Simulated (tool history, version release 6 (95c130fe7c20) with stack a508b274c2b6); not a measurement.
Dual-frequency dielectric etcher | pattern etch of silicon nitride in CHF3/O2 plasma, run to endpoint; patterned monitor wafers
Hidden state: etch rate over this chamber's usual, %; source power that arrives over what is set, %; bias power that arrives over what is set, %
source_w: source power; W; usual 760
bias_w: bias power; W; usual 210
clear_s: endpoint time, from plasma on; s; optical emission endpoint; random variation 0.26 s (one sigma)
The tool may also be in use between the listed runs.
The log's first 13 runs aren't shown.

| run | hour | source_w | bias_w | wafers since the last listed run | hours since the last wet clean | hours since the last source power generator calibration | hours since the last bias power generator calibration | hours since the last upper electrode change | incoming incoming film thickness, nm | clear_s |
|---|---|---|---|---|---|---|---|---|---|---|
|  | 618.3 | wet clean of the chamber |
| 14 | 618.8 | 760 | 210 | 328 | 0.5 | 2559.9 | 4589.1 | 2444.6 | 98.9 | 63.3 |
| 15 | 678.2 | 760 | 210 | 633 | 59.9 | 2619.3 | 4648.5 | 2504 | 99.4 | 63.6 |
|  | 694.1 | bias power generator calibrated |
| 16 | 713.9 | 920 | 231 | 337 | 95.6 | 2655 | 19.8 | 2539.7 | 99.4 | 58.2 |
| 17 | 755.4 | 820 | 187 | 442 | 137.1 | 2696.5 | 61.3 | 2581.2 | 100 | 64.6 |
| 18 | 780.7 | 870 | 176 | 269 | 162.4 | 2721.8 | 86.6 | 2606.5 | 98.5 | 63 |
| 19 | 834.8 | 870 | 225 | 576 | 216.5 | 2775.9 | 140.7 | 2660.6 | 99.2 | 59.8 |
| 20 | 862.1 | 940 | 256 | 291 | 243.8 | 2803.2 | 168 | 2687.9 | 98.7 | 56.3 |
| 21 | 902.1 | 820 | 187 | 426 | 283.8 | 2843.2 | 208 | 2727.9 | 99.1 | 64.1 |
| 22 | 942.8 | 760 | 161 | 433 | 324.5 | 2883.9 | 248.7 | 2768.6 | 99.1 | 67.6 |
| 23 | 973.1 | 760 | 210 | 322 | 354.8 | 2914.2 | 279 | 2798.9 | 98.7 | 63 |
|  | 983.8 | source power generator calibrated |
|  | 1038 | upper electrode replaced |
| 24 | 1038.5 | 760 | 210 | 398 | 420.2 | 54.7 | 344.4 | 0.5 | 99.9 | 64.3 |
| 25 | 1092.7 | 610 | 210 | 577 | 474.4 | 108.9 | 398.6 | 54.7 | 99.5 | 68.2 |
| 26 | 1141.4 | 860 | 193 | 519 | 523.1 | 157.6 | 447.3 | 103.4 | 99.3 | 62.3 |
|  | 1179.6 | wet clean of the chamber |
| 27 | 1193.6 | 760 | 190 | 300 | 14 | 209.8 | 499.5 | 155.6 | 100.2 | 66.3 |
| 28 | 1222.1 | 810 | 210 | 303 | 42.5 | 238.3 | 528 | 184.1 | 99.7 | 62.5 |
| 29 | 1318.9 | 760 | 210 | 1031 | 139.3 | 335.1 | 624.8 | 280.9 | 99.2 | 64 |
| 30 | 1345.6 | 690 | 183 | 284 | 166 | 361.8 | 651.5 | 307.6 | 100.1 | 68.7 |
| 31 | 1403.8 | 760 | 210 | 620 | 224.2 | 420 | 709.7 | 365.8 | 100 | 63.9 |

4 ways to go on from here, each from the tool as it stands after run 31. What would each give?
| A | 1404.2 | 760 | 210 | 4 | 224.6 | 420.4 | 710.1 | 366.2 | 99.2 | ? |
| B | 1404.2 | 930 | 210 | 4 | 224.6 | 420.4 | 710.1 | 366.2 | 99.2 | ? |
| C | 1404.2 | 840 | 188 | 4 | 224.6 | 420.4 | 710.1 | 366.2 | 99.2 | ? |
| D | 1404.2 | 610 | 176 | 4 | 224.6 | 420.4 | 710.1 | 366.2 | 99.2 | ? |

| run | clear_s |
|---|---|
| A | 63.7 |
| B | 59.8 |
| C | 63.5 |
| D | 71.1 |
Without the tool's hidden state the same runs would have given:
| run | clear_s |
|---|---|
| A | 63.7 |
| B | 59.8 |
| C | 63.5 |
| D | 71.1 |
